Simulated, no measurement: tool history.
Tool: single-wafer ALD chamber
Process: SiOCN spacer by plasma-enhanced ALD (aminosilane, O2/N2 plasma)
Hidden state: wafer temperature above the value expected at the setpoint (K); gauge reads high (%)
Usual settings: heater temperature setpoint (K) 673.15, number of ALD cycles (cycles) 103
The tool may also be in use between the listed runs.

run     day  heater temperature setpoint (K)  number of ALD cycles (cycles)  wafers since the last listed run  hours since the last thermocouple change  hours since the gauge calibration  read-back reference wafer on the same gauge, thickness_nm  mean film thickness on the monitor wafer (angstrom)
  1   0.000                           673.15                            108                                 0                                    2188.3                              742.6                                                      6.509                                                66.53
  2   1.462                           673.15                            103                               120                                    2223.4                              777.7                                                      6.526                                                63.58
  3   2.942                           673.15                            103                               121                                    2258.9                              813.2                                                      6.535                                                63.95
  4   6.708                           673.15                            103                               309                                    2349.3                              903.6                                                      6.541                                                63.50
  5   8.083                           673.15                            103                               112                                    2382.3                              936.6                                                      6.551                                                63.97
  6   8.800                           661.15                            103                                58                                    2399.5                              953.8                                                      6.561                                                63.93
  7   9.862                           683.15                            103                                87                                    2425.0                              979.3                                                      6.557                                                62.35
  8  10.642                           683.15                            103                                63                                    2443.7                              998.0                                                      6.567                                                62.43
  9  12.471                           683.15                            103                               150                                    2487.6                             1041.9                                                      6.572                                                62.48
     13.512  -- gauge calibrated
 10  13.954                           673.15                            103                               121                                    2523.2                               10.6                                                      6.458                                                63.06
 11  15.283                           673.15                            103                               109                                    2555.1                               42.5                                                      6.462                                                63.03
     15.933  -- thermocouple changed; heater temperature recalibrated
 12  16.600                           678.15                            103                                80                                      16.0                               74.1                                                      6.461                                                62.21
 13  17.362                           678.15                            103                                62                                      34.3                               92.4                                                      6.465                                                62.28
 14  18.258                           678.15                            103                                73                                      55.8                              113.9                                                      6.467                                                62.01
 15  18.804                           677.15                            115                                44                                      68.9                              127.0                                                      6.472                                                69.56
 16  20.142                           677.15                            115                               109                                     101.0                              159.1                                                      6.474                                                69.56
 17  21.271                           673.15                            103                                92                                     128.1                              186.2                                                      6.461                                                63.25
 18  22.679                           673.15                            111                               115                                     161.9                              220.0                                                      6.463                                                68.18
 19  24.138                           668.15                            121                               119                                     196.9                              255.0                                                      6.470                                                74.48
 20  27.171                           685.15                             88                               248                                     269.7                              327.8                                                      6.470                                                51.97
 21  27.808                           680.15                             83                                52                                     285.0                              343.1                                                      6.473                                                50.00
 22  28.858                           673.15                            118                                86                                     310.2                              368.3                                                      6.479                                                72.53
 23  30.067                           661.15                             93                                99                                     339.2                              397.3                                                      6.476                                                57.07
 24  30.954                           686.15                            111                                72                                     360.5                              418.6                                                      6.489                                                65.73
 25  31.600                           683.15                            103                                52                                     376.0                              434.1                                                      6.483                                                61.37
 26  32.200                           661.15                            110                                49                                     390.4                              448.5                                                      6.480                                                67.56
 27  32.700                           678.15                            110                                41                                     402.4                              460.5                                                      6.482                                                66.46
 28  33.754                           673.15                             90                                86                                     427.7                              485.8                                                      6.482                                                55.14
 29  34.904                           684.15                             84                                94                                     455.3                              513.4                                                      6.494                                                50.11
 30  36.204                           661.15                             96                               106                                     486.5                              544.6                                                      6.484                                                58.82
 31  39.796                           678.15                            103                               294                                     572.7                              630.8                                                      6.502                                                62.28
 32  40.362                           663.15                            122                                46                                     586.3                              644.4                                                      6.498                                                74.89
 33  41.117                           681.15                            119                                61                                     604.4                              662.5                                                      6.499                                                71.76

Forecast each of these 4 alternatives for the next run:
  A  41.142                           669.15                            103                                 2                                     605.0                              663.1                                                          ?                                                    ?
  B  41.142                           668.15                             87                                 2                                     605.0                              663.1                                                          ?                                                    ?
  C  41.142                           677.15                            113                                 2                                     605.0                              663.1                                                          ?                                                    ?
  D  41.142                           667.15                             94                                 2                                     605.0                              663.1                                                          ?                                                    ?

run  read-back reference wafer on the same gauge, thickness_nm  mean film thickness on the monitor wafer (angstrom)
  A                                                      6.510                                                63.21
  B                                                      6.510                                                53.39
  C                                                      6.510                                                68.59
  D                                                      6.510                                                57.68
Without the tool's hidden state the same runs would have given:
run  mean film thickness on the monitor wafer (angstrom)
  A                                                62.85
  B                                                53.09
  C                                                68.21
  D                                                57.36
